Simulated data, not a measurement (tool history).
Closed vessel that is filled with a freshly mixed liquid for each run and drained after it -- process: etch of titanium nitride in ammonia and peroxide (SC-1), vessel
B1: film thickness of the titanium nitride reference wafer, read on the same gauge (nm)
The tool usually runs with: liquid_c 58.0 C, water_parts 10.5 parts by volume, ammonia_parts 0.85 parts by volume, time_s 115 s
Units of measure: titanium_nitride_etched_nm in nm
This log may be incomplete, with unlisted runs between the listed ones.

run 1 hour=0.0 | liquid_c=58.0 water_parts=8.0 ammonia_parts=0.75 time_s=115 | B1=150.02 | titanium_nitride_etched_nm=12.19
run 2 hour=17.9 | liquid_c=55.5 water_parts=10.5 ammonia_parts=0.85 time_s=115 | B1=150.00 | titanium_nitride_etched_nm=9.16
run 3 hour=26.6 | liquid_c=58.0 water_parts=13.5 ammonia_parts=0.85 time_s=140 | B1=150.01 | titanium_nitride_etched_nm=11.58
run 4 hour=33.8 | liquid_c=58.0 water_parts=13.5 ammonia_parts=0.85 time_s=140 | B1=149.99 | titanium_nitride_etched_nm=11.59
run 5 hour=48.3 | liquid_c=58.0 water_parts=13.5 ammonia_parts=0.85 time_s=140 | B1=150.00 | titanium_nitride_etched_nm=11.61
run 6 hour=65.6 | liquid_c=58.0 water_parts=10.5 ammonia_parts=0.85 time_s=115 | B1=150.05 | titanium_nitride_etched_nm=10.80
run 7 hour=81.1 | liquid_c=58.0 water_parts=10.5 ammonia_parts=0.85 time_s=115 | B1=150.00 | titanium_nitride_etched_nm=10.79
run 8 hour=96.4 | liquid_c=62.0 water_parts=10.5 ammonia_parts=0.85 time_s=115 | B1=150.02 | titanium_nitride_etched_nm=14.12
run 9 hour=107.9 | liquid_c=62.0 water_parts=10.5 ammonia_parts=0.85 time_s=115 | B1=149.98 | titanium_nitride_etched_nm=14.09
-- hour=112.9 new drum of ammonia solution connected
run 10 hour=122.4 | liquid_c=58.0 water_parts=10.5 ammonia_parts=0.85 time_s=115 | B1=150.00 | titanium_nitride_etched_nm=10.82
run 11 hour=136.1 | liquid_c=58.0 water_parts=10.5 ammonia_parts=0.85 time_s=115 | B1=149.99 | titanium_nitride_etched_nm=10.78
-- hour=146.5 thermometer replaced
run 12 hour=149.7 | liquid_c=58.0 water_parts=12.5 ammonia_parts=0.85 time_s=115 | B1=149.99 | titanium_nitride_etched_nm=11.77
run 13 hour=155.8 | liquid_c=58.0 water_parts=12.5 ammonia_parts=0.85 time_s=115 | B1=149.98 | titanium_nitride_etched_nm=11.82
run 14 hour=169.7 | liquid_c=58.0 water_parts=12.5 ammonia_parts=0.85 time_s=115 | B1=149.97 | titanium_nitride_etched_nm=11.72
run 15 hour=177.0 | liquid_c=62.0 water_parts=10.5 ammonia_parts=0.85 time_s=115 | B1=150.01 | titanium_nitride_etched_nm=16.71
run 16 hour=187.6 | liquid_c=58.0 water_parts=12.0 ammonia_parts=0.70 time_s=90 | B1=150.01 | titanium_nitride_etched_nm=9.07
-- hour=194.8 ammonia flow meter replaced
run 17 hour=203.5 | liquid_c=58.0 water_parts=15.0 ammonia_parts=1.00 time_s=115 | B1=149.98 | titanium_nitride_etched_nm=10.94
run 18 hour=212.1 | liquid_c=50.0 water_parts=14.0 ammonia_parts=1.05 time_s=95 | B1=149.96 | titanium_nitride_etched_nm=5.47
-- hour=213.3 gauge calibrated
run 19 hour=221.8 | liquid_c=55.0 water_parts=14.5 ammonia_parts=0.60 time_s=55 | B1=149.98 | titanium_nitride_etched_nm=3.98
run 20 hour=231.1 | liquid_c=58.0 water_parts=10.5 ammonia_parts=0.85 time_s=115 | B1=149.99 | titanium_nitride_etched_nm=12.80
run 21 hour=246.2 | liquid_c=58.0 water_parts=10.5 ammonia_parts=0.95 time_s=115 | B1=150.02 | titanium_nitride_etched_nm=13.04
run 22 hour=256.3 | liquid_c=55.5 water_parts=10.5 ammonia_parts=0.85 time_s=115 | B1=150.00 | titanium_nitride_etched_nm=10.79
run 23 hour=263.8 | liquid_c=58.0 water_parts=10.5 ammonia_parts=0.55 time_s=55 | B1=149.98 | titanium_nitride_etched_nm=5.68
run 24 hour=275.7 | liquid_c=48.5 water_parts=12.0 ammonia_parts=1.15 time_s=150 | B1=150.00 | titanium_nitride_etched_nm=8.51
run 25 hour=292.9 | liquid_c=58.0 water_parts=14.5 ammonia_parts=0.85 time_s=115 | B1=150.05 | titanium_nitride_etched_nm=10.76
run 26 hour=303.6 | liquid_c=54.5 water_parts=6.5 ammonia_parts=0.75 time_s=115 | B1=150.01 | titanium_nitride_etched_nm=12.57

Alternative continuations, all from the tool just after run 26; predict every row:
run A hour=304.3 | liquid_c=58.0 water_parts=10.5 ammonia_parts=0.85 time_s=145 | B1=? | titanium_nitride_etched_nm=?
run B hour=304.3 | liquid_c=52.5 water_parts=10.5 ammonia_parts=0.85 time_s=115 | B1=? | titanium_nitride_etched_nm=?
run C hour=304.3 | liquid_c=53.5 water_parts=10.5 ammonia_parts=0.85 time_s=115 | B1=? | titanium_nitride_etched_nm=?

run=A B1=150.00 titanium_nitride_etched_nm=16.07
run=B B1=150.00 titanium_nitride_etched_nm=8.79
run=C B1=150.00 titanium_nitride_etched_nm=9.41
The same runs, with their run-to-run variation unchanged, on a tool lacking any hidden condition would have given:
run=A titanium_nitride_etched_nm=16.46
run=B titanium_nitride_etched_nm=9.01
run=C titanium_nitride_etched_nm=9.64

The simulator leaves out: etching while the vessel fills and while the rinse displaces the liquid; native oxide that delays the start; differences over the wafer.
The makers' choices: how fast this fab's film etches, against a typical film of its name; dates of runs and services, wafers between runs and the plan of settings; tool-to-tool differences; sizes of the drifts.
